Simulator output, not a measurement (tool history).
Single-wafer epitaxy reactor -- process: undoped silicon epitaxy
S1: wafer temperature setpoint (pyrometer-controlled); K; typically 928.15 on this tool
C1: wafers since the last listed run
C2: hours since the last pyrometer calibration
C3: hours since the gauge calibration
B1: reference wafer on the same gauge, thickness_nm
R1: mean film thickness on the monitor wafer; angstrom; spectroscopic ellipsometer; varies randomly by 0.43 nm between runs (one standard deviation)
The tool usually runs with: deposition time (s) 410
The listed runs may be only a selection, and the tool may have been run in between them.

Run 1, hour 0: usual settings but S1 933.15 K, deposition time (s) 392; C1 0; C2 166; C3 411.1; B1 67.888. Result: R1 835.54 angstrom.
Run 2, hour 57.7: usual settings but S1 933.15 K, deposition time (s) 392; C1 359; C2 223.7; C3 468.8; B1 67.944. Result: R1 833.46 angstrom.
Run 3, hour 126.1: usual settings but deposition time (s) 371; C1 426; C2 292.1; C3 537.2; B1 67.864. Result: R1 698.63 angstrom.
Run 4, hour 168.9: usual settings but deposition time (s) 371; C1 266; C2 334.9; C3 580; B1 67.751. Result: R1 695.72 angstrom.
Run 5, hour 230.3: usual settings but deposition time (s) 371; C1 382; C2 396.3; C3 641.4; B1 68.096. Result: R1 699.58 angstrom.
Run 6, hour 449.6: usual settings; C1 1367; C2 615.6; C3 860.7; B1 67.975. Result: R1 780.66 angstrom.
Run 7, hour 525.7: usual settings; C1 474; C2 691.7; C3 936.8; B1 67.935. Result: R1 768.72 angstrom.
Run 8, hour 592.9: usual settings; C1 419; C2 758.9; C3 1004; B1 67.959. Result: R1 773.43 angstrom.
Run 9, hour 901.9: usual settings; C1 1926; C2 1067.9; C3 1313; B1 67.838. Result: R1 775.99 angstrom.
Run 10, hour 997.5: usual settings; C1 596; C2 1163.5; C3 1408.6; B1 67.808. Result: R1 769.12 angstrom.
Run 11, hour 1078.3: usual settings; C1 503; C2 1244.3; C3 1489.4; B1 67.946. Result: R1 776.08 angstrom.
At hour 1085: gauge calibrated.
Run 12, hour 1117.7: usual settings but deposition time (s) 458; C1 245; C2 1283.7; C3 32.7; B1 67.939. Result: R1 865.01 angstrom.
Run 13, hour 1192.3: usual settings but deposition time (s) 458; C1 465; C2 1358.3; C3 107.3; B1 67.935. Result: R1 856.71 angstrom.
Run 14, hour 1239.9: usual settings but deposition time (s) 458; C1 296; C2 1405.9; C3 154.9; B1 67.933. Result: R1 861.05 angstrom.
Run 15, hour 1336: usual settings but deposition time (s) 465; C1 599; C2 1502; C3 251; B1 67.935. Result: R1 875.66 angstrom.
Run 16, hour 1415.5: usual settings but S1 920.15 K, deposition time (s) 486; C1 495; C2 1581.5; C3 330.5; B1 67.847. Result: R1 747.41 angstrom.
Run 17, hour 1497.1: usual settings but S1 917.15 K; C1 508; C2 1663.1; C3 412.1; B1 67.855. Result: R1 592.04 angstrom.
Run 18, hour 1584.8: usual settings but deposition time (s) 335; C1 546; C2 1750.8; C3 499.8; B1 67.876. Result: R1 630.64 angstrom.
Run 19, hour 1640.5: usual settings but S1 937.15 K, deposition time (s) 454; C1 347; C2 1806.5; C3 555.5; B1 67.787. Result: R1 1065.17 angstrom.
Run 20, hour 1700.1: usual settings but S1 919.15 K, deposition time (s) 471; C1 371; C2 1866.1; C3 615.1; B1 67.839. Result: R1 711.2 angstrom.
At hour 1729: pyrometer calibrated.
Run 21, hour 1767: usual settings but S1 939.15 K, deposition time (s) 480; C1 367; C2 38; C3 682; B1 67.842. Result: R1 1189.2 angstrom.
Run 22, hour 1864.3: usual settings but S1 943.15 K, deposition time (s) 385; C1 606; C2 135.3; C3 779.3; B1 67.925. Result: R1 1043 angstrom.
Run 23, hour 1957.1: usual settings; C1 578; C2 228.1; C3 872.1; B1 67.926. Result: R1 770.49 angstrom.
Run 24, hour 2032.2: usual settings but S1 938.15 K; C1 468; C2 303.2; C3 947.2; B1 68.011. Result: R1 985.63 angstrom.
Run 25, hour 2126.6: usual settings; C1 588; C2 397.6; C3 1041.6; B1 67.917. Result: R1 782.6 angstrom.
Run 26, hour 2202: usual settings but S1 935.15 K, deposition time (s) 370; C1 470; C2 473; C3 1117; B1 67.933. Result: R1 824.76 angstrom.
Run 27, hour 2299.3: usual settings but S1 924.15 K, deposition time (s) 357; C1 606; C2 570.3; C3 1214.3; B1 67.98. Result: R1 613.2 angstrom.
Run 28, hour 2396.2: usual settings; C1 604; C2 667.2; C3 1311.2; B1 68.027. Result: R1 772.84 angstrom.
Run 29, hour 2463.4: usual settings but S1 919.15 K; C1 419; C2 734.4; C3 1378.4; B1 67.781. Result: R1 624.21 angstrom.

3 options for the next run, each taken on its own from the tool as it stands now. Forecast them:
Run A, hour 2463.9: usual settings; C1 3; C2 734.9; C3 1378.9; B1 ?. Result: R1 ?.
Run B, hour 2463.9: usual settings but S1 918.15 K, deposition time (s) 449; C1 3; C2 734.9; C3 1378.9; B1 ?. Result: R1 ?.
Run C, hour 2463.9: usual settings but S1 932.15 K, deposition time (s) 349; C1 3; C2 734.9; C3 1378.9; B1 ?. Result: R1 ?.

run      B1      R1
  A  67.754  773.74
  B  67.754  660.72
  C  67.754   726.3
Take away the tool's hidden state, keep each run's random variation, and the runs would have read:
run      R1
  A  773.74
  B  660.72
  C   726.3

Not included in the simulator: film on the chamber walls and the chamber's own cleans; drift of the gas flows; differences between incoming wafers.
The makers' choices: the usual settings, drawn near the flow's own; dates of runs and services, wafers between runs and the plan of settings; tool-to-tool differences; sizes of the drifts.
